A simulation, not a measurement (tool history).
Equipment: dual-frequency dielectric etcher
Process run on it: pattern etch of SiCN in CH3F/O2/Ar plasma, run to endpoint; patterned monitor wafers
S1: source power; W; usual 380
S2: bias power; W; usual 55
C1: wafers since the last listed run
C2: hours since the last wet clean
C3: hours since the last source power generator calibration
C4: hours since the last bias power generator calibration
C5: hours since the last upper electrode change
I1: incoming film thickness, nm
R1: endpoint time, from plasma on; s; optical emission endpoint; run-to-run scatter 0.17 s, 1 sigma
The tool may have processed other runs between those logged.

{"run": 1, "hour": 0.0, "S1": 380, "S2": 55, "C1": 0, "C2": 328.2, "C3": 3606.4, "C4": 2678.8, "C5": 2503.7, "I1": 8.17, "R1": 28.2}
{"run": 2, "hour": 15.4, "S1": 380, "S2": 47, "C1": 198, "C2": 343.6, "C3": 3621.8, "C4": 2694.2, "C5": 2519.1, "I1": 8.12, "R1": 28.8}
{"run": 3, "hour": 22.9, "S1": 380, "S2": 47, "C1": 96, "C2": 351.1, "C3": 3629.3, "C4": 2701.7, "C5": 2526.6, "I1": 8.01, "R1": 28.6}
{"run": 4, "hour": 39.1, "S1": 380, "S2": 47, "C1": 208, "C2": 367.3, "C3": 3645.5, "C4": 2717.9, "C5": 2542.8, "I1": 8.09, "R1": 28.8}
{"run": 5, "hour": 56.4, "S1": 380, "S2": 46, "C1": 222, "C2": 384.6, "C3": 3662.8, "C4": 2735.2, "C5": 2560.1, "I1": 8.09, "R1": 28.9}
{"run": 6, "hour": 70.8, "S1": 440, "S2": 60, "C1": 185, "C2": 399, "C3": 3677.2, "C4": 2749.6, "C5": 2574.5, "I1": 8.2, "R1": 26.3}
{"run": 7, "hour": 87.7, "S1": 440, "S2": 60, "C1": 217, "C2": 415.9, "C3": 3694.1, "C4": 2766.5, "C5": 2591.4, "I1": 8.08, "R1": 26.4}
{"run": 8, "hour": 104.7, "S1": 380, "S2": 55, "C1": 218, "C2": 432.9, "C3": 3711.1, "C4": 2783.5, "C5": 2608.4, "I1": 8.22, "R1": 28.5}
{"run": 9, "hour": 114.3, "S1": 380, "S2": 55, "C1": 123, "C2": 442.5, "C3": 3720.7, "C4": 2793.1, "C5": 2618, "I1": 8.14, "R1": 28.1}
{"run": 10, "hour": 125.7, "S1": 380, "S2": 55, "C1": 146, "C2": 453.9, "C3": 3732.1, "C4": 2804.5, "C5": 2629.4, "I1": 8.02, "R1": 27.9}
{"hour": 130.2, "done": "source power generator calibrated"}
{"run": 11, "hour": 135.2, "S1": 380, "S2": 55, "C1": 70, "C2": 463.4, "C3": 5, "C4": 2814, "C5": 2638.9, "I1": 8.09, "R1": 28.1}
{"run": 12, "hour": 155.1, "S1": 430, "S2": 55, "C1": 256, "C2": 483.3, "C3": 24.9, "C4": 2833.9, "C5": 2658.8, "I1": 8.15, "R1": 27.2}
{"run": 13, "hour": 171.4, "S1": 430, "S2": 55, "C1": 209, "C2": 499.6, "C3": 41.2, "C4": 2850.2, "C5": 2675.1, "I1": 8.1, "R1": 27}
{"hour": 206.4, "done": "wet clean of the chamber"}
{"hour": 215.9, "done": "upper electrode replaced"}
{"run": 14, "hour": 216.4, "S1": 380, "S2": 55, "C1": 148, "C2": 10, "C3": 86.2, "C4": 2895.2, "C5": 0.5, "I1": 8.08, "R1": 26.4}
{"run": 15, "hour": 218.9, "S1": 300, "S2": 59, "C1": 32, "C2": 12.5, "C3": 88.7, "C4": 2897.7, "C5": 3, "I1": 8.05, "R1": 28.5}
{"run": 16, "hour": 233.6, "S1": 460, "S2": 42, "C1": 189, "C2": 27.2, "C3": 103.4, "C4": 2912.4, "C5": 17.7, "I1": 8.11, "R1": 26.1}
{"run": 17, "hour": 244.5, "S1": 320, "S2": 45, "C1": 140, "C2": 38.1, "C3": 114.3, "C4": 2923.3, "C5": 28.6, "I1": 8.04, "R1": 29.7}
{"run": 18, "hour": 257.4, "S1": 420, "S2": 41, "C1": 166, "C2": 51, "C3": 127.2, "C4": 2936.2, "C5": 41.5, "I1": 8.07, "R1": 27.5}
{"run": 19, "hour": 267.6, "S1": 430, "S2": 44, "C1": 131, "C2": 61.2, "C3": 137.4, "C4": 2946.4, "C5": 51.7, "I1": 8.08, "R1": 26.8}
{"run": 20, "hour": 274.0, "S1": 380, "S2": 55, "C1": 82, "C2": 67.6, "C3": 143.8, "C4": 2952.8, "C5": 58.1, "I1": 8.14, "R1": 27.1}
{"run": 21, "hour": 280.7, "S1": 430, "S2": 68, "C1": 86, "C2": 74.3, "C3": 150.5, "C4": 2959.5, "C5": 64.8, "I1": 8.19, "R1": 24.7}
{"hour": 291.8, "done": "bias power generator calibrated"}
{"run": 22, "hour": 292.3, "S1": 350, "S2": 64, "C1": 97, "C2": 85.9, "C3": 162.1, "C4": 0.5, "C5": 76.4, "I1": 8.2, "R1": 27.1}
{"run": 23, "hour": 307.3, "S1": 480, "S2": 47, "C1": 193, "C2": 100.9, "C3": 177.1, "C4": 15.5, "C5": 91.4, "I1": 8.06, "R1": 25.8}
{"run": 24, "hour": 317.3, "S1": 440, "S2": 49, "C1": 128, "C2": 110.9, "C3": 187.1, "C4": 25.5, "C5": 101.4, "I1": 8.07, "R1": 26.3}
{"run": 25, "hour": 332.0, "S1": 380, "S2": 55, "C1": 189, "C2": 125.6, "C3": 201.8, "C4": 40.2, "C5": 116.1, "I1": 8.09, "R1": 27.1}
{"run": 26, "hour": 344.0, "S1": 380, "S2": 55, "C1": 154, "C2": 137.6, "C3": 213.8, "C4": 52.2, "C5": 128.1, "I1": 8.17, "R1": 27.4}
{"run": 27, "hour": 358.8, "S1": 380, "S2": 55, "C1": 190, "C2": 152.4, "C3": 228.6, "C4": 67, "C5": 142.9, "I1": 8.2, "R1": 27.7}
{"run": 28, "hour": 373.5, "S1": 290, "S2": 55, "C1": 189, "C2": 167.1, "C3": 243.3, "C4": 81.7, "C5": 157.6, "I1": 8.06, "R1": 29.8}
{"run": 29, "hour": 391.2, "S1": 330, "S2": 42, "C1": 227, "C2": 184.8, "C3": 261, "C4": 99.4, "C5": 175.3, "I1": 8.05, "R1": 30.4}

Results per run with the tool's hidden condition removed, run-to-run variation unchanged:
Hidden state at play: etch rate over this chamber's usual, %; source power that arrives over what is set, %; bias power that arrives over what is set, %.
run=1 R1=27.2
run=2 R1=27.8
run=3 R1=27.6
run=4 R1=27.7
run=5 R1=27.7
run=6 R1=25.2
run=7 R1=25.2
run=8 R1=27.2
run=9 R1=26.8
run=10 R1=26.5
run=11 R1=26.7
run=12 R1=25.8
run=13 R1=25.6
run=14 R1=26.4
run=15 R1=28.4
run=16 R1=26
run=17 R1=29.5
run=18 R1=27.4
run=19 R1=26.7
run=20 R1=26.9
run=21 R1=24.5
run=22 R1=26.9
run=23 R1=25.5
run=24 R1=26
run=25 R1=26.7
run=26 R1=27
run=27 R1=27.2
run=28 R1=29.2
run=29 R1=29.8

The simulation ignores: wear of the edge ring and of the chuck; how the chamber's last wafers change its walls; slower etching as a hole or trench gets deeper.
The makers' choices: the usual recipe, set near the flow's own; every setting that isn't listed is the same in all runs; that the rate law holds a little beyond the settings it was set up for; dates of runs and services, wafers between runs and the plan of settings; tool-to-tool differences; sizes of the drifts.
